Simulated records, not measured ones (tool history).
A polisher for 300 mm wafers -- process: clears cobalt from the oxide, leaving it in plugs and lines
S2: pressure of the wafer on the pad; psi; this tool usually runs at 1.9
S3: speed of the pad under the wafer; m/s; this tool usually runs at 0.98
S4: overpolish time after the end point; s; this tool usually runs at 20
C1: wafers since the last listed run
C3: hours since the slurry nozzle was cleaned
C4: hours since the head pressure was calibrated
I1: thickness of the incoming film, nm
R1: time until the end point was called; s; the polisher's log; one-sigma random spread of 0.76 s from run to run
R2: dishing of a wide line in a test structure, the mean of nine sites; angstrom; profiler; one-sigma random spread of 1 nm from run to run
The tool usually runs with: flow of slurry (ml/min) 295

{"run": 1, "hour": 0.0, "flow of slurry (ml/min)": 295, "S2": 1.7, "S3": 0.98, "S4": 20, "C1": 0, "wafers polished on this pad": 3671, "C3": 103.8, "C4": 399.7, "I1": 229.2, "R1": 58.5, "R2": 470}
{"run": 2, "hour": 53.1, "flow of slurry (ml/min)": 295, "S2": 1.7, "S3": 0.98, "S4": 20, "C1": 490, "wafers polished on this pad": 4162, "C3": 156.9, "C4": 452.8, "I1": 228.4, "R1": 56.9, "R2": 467}
{"hour": 58.0, "done": "worn pad replaced by a new one"}
{"run": 3, "hour": 89.8, "flow of slurry (ml/min)": 295, "S2": 1.9, "S3": 0.98, "S4": 20, "C1": 302, "wafers polished on this pad": 294, "C3": 193.6, "C4": 489.5, "I1": 227.6, "R1": 52.8, "R2": 487}
{"hour": 119.0, "done": "head pressure recalibrated"}
{"run": 4, "hour": 156.8, "flow of slurry (ml/min)": 295, "S2": 1.9, "S3": 0.98, "S4": 20, "C1": 600, "wafers polished on this pad": 894, "C3": 260.6, "C4": 37.8, "I1": 233.3, "R1": 54.0, "R2": 489}
{"run": 5, "hour": 264.1, "flow of slurry (ml/min)": 295, "S2": 1.9, "S3": 0.98, "S4": 20, "C1": 991, "wafers polished on this pad": 1885, "C3": 367.9, "C4": 145.1, "I1": 229.2, "R1": 51.7, "R2": 503}
{"run": 6, "hour": 342.3, "flow of slurry (ml/min)": 295, "S2": 1.9, "S3": 0.98, "S4": 20, "C1": 722, "wafers polished on this pad": 2608, "C3": 446.1, "C4": 223.3, "I1": 231.4, "R1": 52.2, "R2": 509}
{"hour": 369.7, "done": "slurry nozzle cleaned"}
{"run": 7, "hour": 416.2, "flow of slurry (ml/min)": 295, "S2": 1.9, "S3": 0.98, "S4": 20, "C1": 673, "wafers polished on this pad": 3281, "C3": 46.5, "C4": 297.2, "I1": 231.9, "R1": 54.7, "R2": 500}
{"run": 8, "hour": 498.3, "flow of slurry (ml/min)": 295, "S2": 1.9, "S3": 0.98, "S4": 16, "C1": 758, "wafers polished on this pad": 4040, "C3": 128.6, "C4": 379.3, "I1": 231.8, "R1": 54.0, "R2": 433}
{"hour": 558.7, "done": "worn pad replaced by a new one"}
{"run": 9, "hour": 580.9, "flow of slurry (ml/min)": 295, "S2": 1.9, "S3": 0.98, "S4": 16, "C1": 726, "wafers polished on this pad": 205, "C3": 211.2, "C4": 461.9, "I1": 225.8, "R1": 51.6, "R2": 431}
{"hour": 639.3, "done": "head pressure recalibrated"}
{"run": 10, "hour": 671.4, "flow of slurry (ml/min)": 295, "S2": 1.9, "S3": 0.98, "S4": 14, "C1": 817, "wafers polished on this pad": 1022, "C3": 301.7, "C4": 32.1, "I1": 231.4, "R1": 53.1, "R2": 411}
{"run": 11, "hour": 770.9, "flow of slurry (ml/min)": 295, "S2": 1.9, "S3": 0.98, "S4": 14, "C1": 919, "wafers polished on this pad": 1941, "C3": 401.2, "C4": 131.6, "I1": 231.7, "R1": 52.3, "R2": 408}
{"hour": 773.6, "done": "slurry nozzle cleaned"}
{"run": 12, "hour": 819.6, "flow of slurry (ml/min)": 295, "S2": 1.9, "S3": 0.98, "S4": 14, "C1": 440, "wafers polished on this pad": 2382, "C3": 46.0, "C4": 180.3, "I1": 228.5, "R1": 53.2, "R2": 405}
{"run": 13, "hour": 917.4, "flow of slurry (ml/min)": 295, "S2": 1.9, "S3": 0.98, "S4": 20, "C1": 903, "wafers polished on this pad": 3286, "C3": 143.8, "C4": 278.1, "I1": 233.1, "R1": 53.3, "R2": 479}
{"hour": 1064.3, "done": "worn pad replaced by a new one"}
{"run": 14, "hour": 1086.3, "flow of slurry (ml/min)": 295, "S2": 1.9, "S3": 0.98, "S4": 20, "C1": 1523, "wafers polished on this pad": 202, "C3": 312.7, "C4": 447.0, "I1": 231.6, "R1": 54.8, "R2": 484}
{"hour": 1146.3, "done": "head pressure recalibrated"}
{"run": 15, "hour": 1179.9, "flow of slurry (ml/min)": 295, "S2": 1.9, "S3": 0.98, "S4": 20, "C1": 846, "wafers polished on this pad": 1048, "C3": 406.3, "C4": 33.6, "I1": 228.6, "R1": 53.1, "R2": 496}
{"hour": 1256.6, "done": "slurry nozzle cleaned"}
{"run": 16, "hour": 1274.0, "flow of slurry (ml/min)": 295, "S2": 1.6, "S3": 0.98, "S4": 20, "C1": 860, "wafers polished on this pad": 1909, "C3": 17.4, "C4": 127.7, "I1": 233.9, "R1": 60.9, "R2": 478}
{"run": 17, "hour": 1326.2, "flow of slurry (ml/min)": 295, "S2": 1.9, "S3": 1.18, "S4": 20, "C1": 482, "wafers polished on this pad": 2391, "C3": 69.6, "C4": 179.9, "I1": 229.1, "R1": 43.9, "R2": 531}
{"run": 18, "hour": 1423.3, "flow of slurry (ml/min)": 295, "S2": 1.9, "S3": 0.98, "S4": 29, "C1": 897, "wafers polished on this pad": 3288, "C3": 166.7, "C4": 277.0, "I1": 230.8, "R1": 53.5, "R2": 573}
{"hour": 1465.6, "done": "worn pad replaced by a new one"}
{"run": 19, "hour": 1506.0, "flow of slurry (ml/min)": 340, "S2": 1.9, "S3": 1.08, "S4": 20, "C1": 727, "wafers polished on this pad": 373, "C3": 249.4, "C4": 359.7, "I1": 226.4, "R1": 46.8, "R2": 527}
{"run": 20, "hour": 1561.6, "flow of slurry (ml/min)": 295, "S2": 1.9, "S3": 0.98, "S4": 20, "C1": 513, "wafers polished on this pad": 886, "C3": 305.0, "C4": 415.3, "I1": 228.5, "R1": 53.7, "R2": 491}
{"hour": 1589.4, "done": "head pressure recalibrated"}
{"run": 21, "hour": 1626.1, "flow of slurry (ml/min)": 295, "S2": 1.9, "S3": 1.12, "S4": 20, "C1": 577, "wafers polished on this pad": 1464, "C3": 369.5, "C4": 36.7, "I1": 231.1, "R1": 47.0, "R2": 540}
{"run": 22, "hour": 1690.8, "flow of slurry (ml/min)": 295, "S2": 1.9, "S3": 0.98, "S4": 20, "C1": 597, "wafers polished on this pad": 2061, "C3": 434.2, "C4": 101.4, "I1": 226.1, "R1": 51.6, "R2": 470}
{"run": 23, "hour": 1763.7, "flow of slurry (ml/min)": 295, "S2": 1.6, "S3": 0.98, "S4": 28, "C1": 673, "wafers polished on this pad": 2735, "C3": 507.1, "C4": 174.3, "I1": 231.0, "R1": 59.5, "R2": 574}
{"hour": 1799.1, "done": "slurry nozzle cleaned"}
{"run": 24, "hour": 1847.6, "flow of slurry (ml/min)": 360, "S2": 1.9, "S3": 0.86, "S4": 26, "C1": 765, "wafers polished on this pad": 3501, "C3": 48.5, "C4": 258.2, "I1": 231.7, "R1": 58.6, "R2": 528}
{"run": 25, "hour": 1891.9, "flow of slurry (ml/min)": 295, "S2": 1.9, "S3": 0.98, "S4": 20, "C1": 409, "wafers polished on this pad": 3910, "C3": 92.8, "C4": 302.5, "I1": 228.2, "R1": 51.5, "R2": 480}
{"hour": 1914.1, "done": "worn pad replaced by a new one"}
{"run": 26, "hour": 1974.5, "flow of slurry (ml/min)": 295, "S2": 1.9, "S3": 0.98, "S4": 20, "C1": 726, "wafers polished on this pad": 558, "C3": 175.4, "C4": 385.1, "I1": 232.1, "R1": 53.8, "R2": 494}
{"run": 27, "hour": 2034.3, "flow of slurry (ml/min)": 295, "S2": 2.4, "S3": 0.98, "S4": 28, "C1": 552, "wafers polished on this pad": 1110, "C3": 235.2, "C4": 444.9, "I1": 228.4, "R1": 45.1, "R2": 588}
{"run": 28, "hour": 2113.4, "flow of slurry (ml/min)": 370, "S2": 1.7, "S3": 1.28, "S4": 20, "C1": 730, "wafers polished on this pad": 1841, "C3": 314.3, "C4": 524.0, "I1": 233.6, "R1": 43.4, "R2": 547}
{"hour": 2123.7, "done": "head pressure recalibrated"}
{"run": 29, "hour": 2214.6, "flow of slurry (ml/min)": 295, "S2": 1.9, "S3": 1.24, "S4": 24, "C1": 916, "wafers polished on this pad": 2758, "C3": 415.5, "C4": 90.9, "I1": 229.6, "R1": 41.7, "R2": 595}
{"run": 30, "hour": 2263.3, "flow of slurry (ml/min)": 205, "S2": 1.9, "S3": 0.98, "S4": 20, "C1": 449, "wafers polished on this pad": 3207, "C3": 464.2, "C4": 139.6, "I1": 231.7, "R1": 56.9, "R2": 485}

State the hidden condition of the tool at each of the runs:
removal rate lost through wear of the pad, %: 0 at every run
slurry flow missing at the pad, %: 0 at every run
deviation of the head's pressure from its setpoint, %: 0 at every run
